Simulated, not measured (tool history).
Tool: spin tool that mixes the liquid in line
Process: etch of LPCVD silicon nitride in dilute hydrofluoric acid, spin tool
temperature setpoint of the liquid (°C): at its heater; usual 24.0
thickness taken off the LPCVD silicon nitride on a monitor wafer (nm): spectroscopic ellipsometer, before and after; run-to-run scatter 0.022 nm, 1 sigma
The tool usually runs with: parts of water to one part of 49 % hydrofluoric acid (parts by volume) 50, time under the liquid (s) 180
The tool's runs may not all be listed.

run     day  temperature setpoint of the liquid (°C)  parts of water to one part of 49 % hydrofluoric acid (parts by volume)  time under the liquid (s)  read-back film thickness of the LPCVD silicon nitride reference wafer, read on the same gauge (nm)  thickness taken off the LPCVD silicon nitride on a monitor wafer (nm)
  1   0.000                                     24.0                                                                      50                        180                                                                                              89.969                                                                  1.557
  2   4.212                                     24.0                                                                      55                        180                                                                                              89.999                                                                  1.403
  3   8.379                                     24.0                                                                      55                        180                                                                                              90.020                                                                  1.358
  4  10.250                                     24.0                                                                      50                        180                                                                                              90.011                                                                  1.522
  5  12.771                                     27.5                                                                      50                        180                                                                                              90.000                                                                  1.875
  6  16.312                                     27.5                                                                      50                        180                                                                                              89.999                                                                  1.836
  7  19.167                                     27.5                                                                      50                        180                                                                                              89.987                                                                  1.812
  8  22.204                                     24.0                                                                      50                        180                                                                                              90.029                                                                  1.490
     23.233  -- gauge calibrated
  9  25.671                                     24.0                                                                      50                        180                                                                                              89.996                                                                  1.471
     25.842  -- thermometer replaced
 10  28.112                                     27.5                                                                      50                        180                                                                                              89.982                                                                  1.837
 11  32.250                                     24.0                                                                      60                        180                                                                                              90.008                                                                  1.188
     33.862  -- hydrofluoric acid flow meter replaced
 12  35.858                                     27.0                                                                      65                        180                                                                                              90.009                                                                  1.572
 13  37.504                                     25.5                                                                      25                        125                                                                                              90.020                                                                  2.463
 14  41.504                                     26.0                                                                      45                        180                                                                                              89.986                                                                  2.067
 15  45.258                                     19.5                                                                      30                        105                                                                                              90.006                                                                  1.108
 16  48.117                                     19.0                                                                      70                        135                                                                                              90.015                                                                  0.610
 17  50.138                                     19.0                                                                      70                        135                                                                                              89.999                                                                  0.615
 18  53.725                                     24.0                                                                      50                        180                                                                                              89.994                                                                  1.566

List, for all runs, the conditions of the tool that the log does not record:
liquid hotter than its thermometer reads (K): 0 on each run
gauge reads high (%): 0 on each run
H1: hydrofluoric acid flow below the setpoint (%)
run     H1
  1   6.88
  2    7.7
  3   8.51
  4   8.87
  5   9.37
  6   10.1
  7   10.6
  8   11.2
  9   11.9
 10   12.4
 11   13.2
 12  0.723
 13   1.04
 14   1.82
 15   2.56
 16   3.11
 17   3.51
 18   4.21

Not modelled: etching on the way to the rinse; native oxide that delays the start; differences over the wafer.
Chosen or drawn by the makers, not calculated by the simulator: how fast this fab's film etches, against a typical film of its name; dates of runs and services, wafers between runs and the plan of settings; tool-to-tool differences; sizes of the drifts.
